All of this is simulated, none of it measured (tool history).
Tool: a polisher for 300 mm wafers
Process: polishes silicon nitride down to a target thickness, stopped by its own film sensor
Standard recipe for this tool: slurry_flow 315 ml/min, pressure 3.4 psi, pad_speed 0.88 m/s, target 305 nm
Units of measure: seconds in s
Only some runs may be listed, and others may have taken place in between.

run,hour,slurry_flow,pressure,pad_speed,target,wafers since the last listed run,wafers polished on this pad,hours since the slurry nozzle was cleaned,hours since the head pressure was calibrated,"incoming thickness of the incoming film, nm",seconds
1,0,315,3.4,0.82,305,0,483,60.3,792.8,515.1,184.8
# hour 4.6: worn pad replaced by a new one
2,19.9,315,3.4,0.88,305,121,117,80.2,812.7,506.7,169.9
3,36,315,3.4,0.88,305,123,240,96.3,828.8,508.7,173.9
# hour 74.2: worn pad replaced by a new one
4,108.5,315,3.4,0.88,305,524,262,168.8,901.3,502.9,168.1
5,122.3,315,3.4,0.88,305,105,368,182.6,915.1,508.6,168.4
# hour 146.4: worn pad replaced by a new one
# hour 150.2: slurry nozzle cleaned
6,150.7,315,3.4,0.88,305,179,25,0.5,943.5,499.7,161.4
7,163.4,355,3.4,0.88,305,97,122,13.2,956.2,513.3,175.4
8,182.1,285,4.2,0.64,272,143,265,31.9,974.9,513.4,210.8
9,198.7,315,3.4,0.88,305,127,392,48.5,991.5,514.4,170.6
# hour 218.5: worn pad replaced by a new one
10,227.8,315,3.4,0.88,305,192,71,77.6,1020.6,505,170.2
# hour 231.4: head pressure recalibrated
11,253.3,315,3.9,0.98,257,179,250,103.1,21.9,504.8,168.1

Run 12 comes next. What will it give?
12,267.5,315,2.9,0.74,305,108,359,117.3,36.1,509.9,?

seconds: 232.2 s
On a tool with no hidden condition, and with the same random variation, this run would have come out at seconds 232.2 s.
